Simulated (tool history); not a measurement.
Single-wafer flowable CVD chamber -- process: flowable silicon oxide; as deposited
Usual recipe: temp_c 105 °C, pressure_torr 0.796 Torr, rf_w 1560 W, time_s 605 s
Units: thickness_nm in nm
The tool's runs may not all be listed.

run   hour  temp_c  pressure_torr  rf_w  time_s  read-back reference wafer on the same gauge, thickness_nm  thickness_nm
  1      0     105          0.796  1560     605                                                    247.066       288.662
  2   23.2     105          0.796  1560     605                                                    246.906        287.29
      30.4  -- gauge calibrated
  3   49.4     105          0.796  1560     605                                                    247.232       288.069
  4   83.2     105          0.796  1560     605                                                     247.06       288.676
  5  112.2     105          0.796  1560     605                                                     246.86       287.342
  6  134.9     105          0.796  1560     605                                                    246.708       286.282
  7  172.7     105          0.796  1560     605                                                    246.849       289.553
  8  188.5     105          0.796  1560     605                                                    246.883       288.583
  9  222.8     105          0.796  1560     605                                                    246.999       286.847
 10  240.6     105          0.796  1560     605                                                    247.019       288.906
 11  268.3     105          0.796  1560     605                                                    247.165       286.877
 12  290.4     117          0.796  1560     605                                                    247.201       202.189
 13  322.2     105          0.645  1560     605                                                     247.18       232.956
 14  340.7      97          0.796  1255     548                                                    247.039       315.231
     374.8  -- showerhead replaced
 15  376.1      90          0.968  1450     701                                                    247.057       631.531
 16  404.1     105          0.796  1560     605                                                    246.967       286.656
 17  421.4      94          0.881  1440     521                                                    247.047       378.315
     465.7  -- capacitance manometer re-zeroed and calibrated
     508.8  -- thermocouple changed; heater temperature recalibrated
 18  515.4     118          0.796  1260     605                                                    247.017       186.146
 19  545.1     111          0.796  1770     701                                                    246.828       284.781
     565.3  -- gauge calibrated
     577.8  -- RF generator calibrated
 20  578.3     105          0.796  1450     698                                                    247.053       327.475
 21  587.3     111          0.947  1560     719                                                    247.087       338.666
 22  601.4     105          0.796  1560     605                                                    247.061       287.923
 23  620.7     105          0.796  1255     605                                                    246.993        272.89
 24  637.6      95          0.656  1790     540                                                    246.868       294.999
 25    672     105          0.796  1825     605                                                    247.048       298.055
 26  706.5     105          0.982  1560     572                                                     246.87       334.269
 27  740.1     105          0.796  1560     605                                                    247.011       287.843

What if the next run were any one of these 5? Each begins from the tool's condition after run 27:
  A  740.7      95          0.796  1560     605                                                          ?             ?
  B  740.7      99          0.982  1675     605                                                          ?             ?
  C  740.7     105          0.986  1560     605                                                          ?             ?
  D  740.7      91          0.981  1560     503                                                          ?             ?
  E  740.7     114          0.796  1560     642                                                          ?             ?

run  read-back reference wafer on the same gauge, thickness_nm  thickness_nm
  A                                                    247.106       392.686
  B                                                    247.106       434.607
  C                                                    247.106       357.078
  D                                                    247.106       453.846
  E                                                    247.106        234.65
With the hidden condition removed and each run's random variation left untouched, the same runs would have given:
run  thickness_nm
  A       392.686
  B       434.607
  C       357.078
  D       453.846
  E        234.65

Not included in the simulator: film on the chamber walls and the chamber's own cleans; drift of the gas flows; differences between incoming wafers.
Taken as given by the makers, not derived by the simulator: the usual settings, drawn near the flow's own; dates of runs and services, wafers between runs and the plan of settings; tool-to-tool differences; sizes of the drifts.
